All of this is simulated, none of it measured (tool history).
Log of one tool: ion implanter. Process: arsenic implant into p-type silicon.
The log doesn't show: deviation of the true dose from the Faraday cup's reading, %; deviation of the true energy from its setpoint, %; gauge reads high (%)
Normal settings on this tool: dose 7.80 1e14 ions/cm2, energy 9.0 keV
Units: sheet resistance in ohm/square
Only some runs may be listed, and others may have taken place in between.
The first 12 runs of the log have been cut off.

run,hour,dose,energy,wafers since the last listed run,hours since the last dose calibration,hours since the extraction supply was calibrated,hours since the gauge calibration,"read-back reference wafer on the same gauge, sheet resistance",sheet resistance
13,162.1,8.62,9.0,348,755.3,1854.6,165.3,234.09,204.33
14,177.4,7.80,9.0,341,770.6,1869.9,180.6,234.10,210.07
# hour 188.2: Faraday cup replaced and dose calibrated
15,224.2,7.80,9.0,865,36.0,1916.7,227.4,234.02,210.03
16,239.4,7.80,9.0,339,51.2,1931.9,242.6,234.03,211.52
17,255.9,8.62,10.5,368,67.7,1948.4,259.1,233.78,197.38
18,269.8,7.12,7.5,310,81.6,1962.3,273.0,233.96,224.80
19,276.8,9.52,10.0,156,88.6,1969.3,280.0,234.03,194.07
20,284.0,7.80,9.0,160,95.8,1976.5,287.2,233.92,211.36
# hour 292.6: extraction supply calibrated
21,300.9,9.03,11.0,198,112.7,8.3,304.1,233.93,193.53
22,313.5,6.80,9.0,281,125.3,20.9,316.7,233.97,222.66
23,358.9,5.54,7.5,1012,170.7,66.3,362.1,233.79,251.11
24,368.8,6.43,6.0,220,180.6,76.2,372.0,233.90,242.28
25,377.6,6.03,9.0,196,189.4,85.0,380.8,233.93,235.00
# hour 388.1: gauge calibrated
26,390.1,6.05,11.5,278,201.9,97.5,2.0,233.99,228.03
27,404.6,6.92,10.5,323,216.4,112.0,16.5,233.97,215.71
28,417.1,6.02,12.0,278,228.9,124.5,29.0,234.11,227.25
29,434.5,7.80,7.0,388,246.3,141.9,46.4,233.99,219.52
30,451.1,6.69,8.0,370,262.9,158.5,63.0,234.02,229.07
31,467.5,9.80,12.0,365,279.3,174.9,79.4,233.90,184.57
32,479.7,7.80,8.0,272,291.5,187.1,91.6,234.07,215.82
33,491.2,7.80,9.0,256,303.0,198.6,103.1,234.09,211.56

What if the next run were any one of these 3? Each begins from the tool's condition after run 33:
A,491.6,7.16,9.0,8,303.4,199.0,103.5,?,?
B,491.6,9.99,9.0,8,303.4,199.0,103.5,?,?
C,491.6,6.33,10.5,8,303.4,199.0,103.5,?,?

run,"read-back reference wafer on the same gauge, sheet resistance",sheet resistance
A,234.07,217.52
B,234.07,194.92
C,234.07,224.85
Had the tool no hidden state, the same runs would have come out as:
run,sheet resistance
A,217.52
B,194.92
C,224.85

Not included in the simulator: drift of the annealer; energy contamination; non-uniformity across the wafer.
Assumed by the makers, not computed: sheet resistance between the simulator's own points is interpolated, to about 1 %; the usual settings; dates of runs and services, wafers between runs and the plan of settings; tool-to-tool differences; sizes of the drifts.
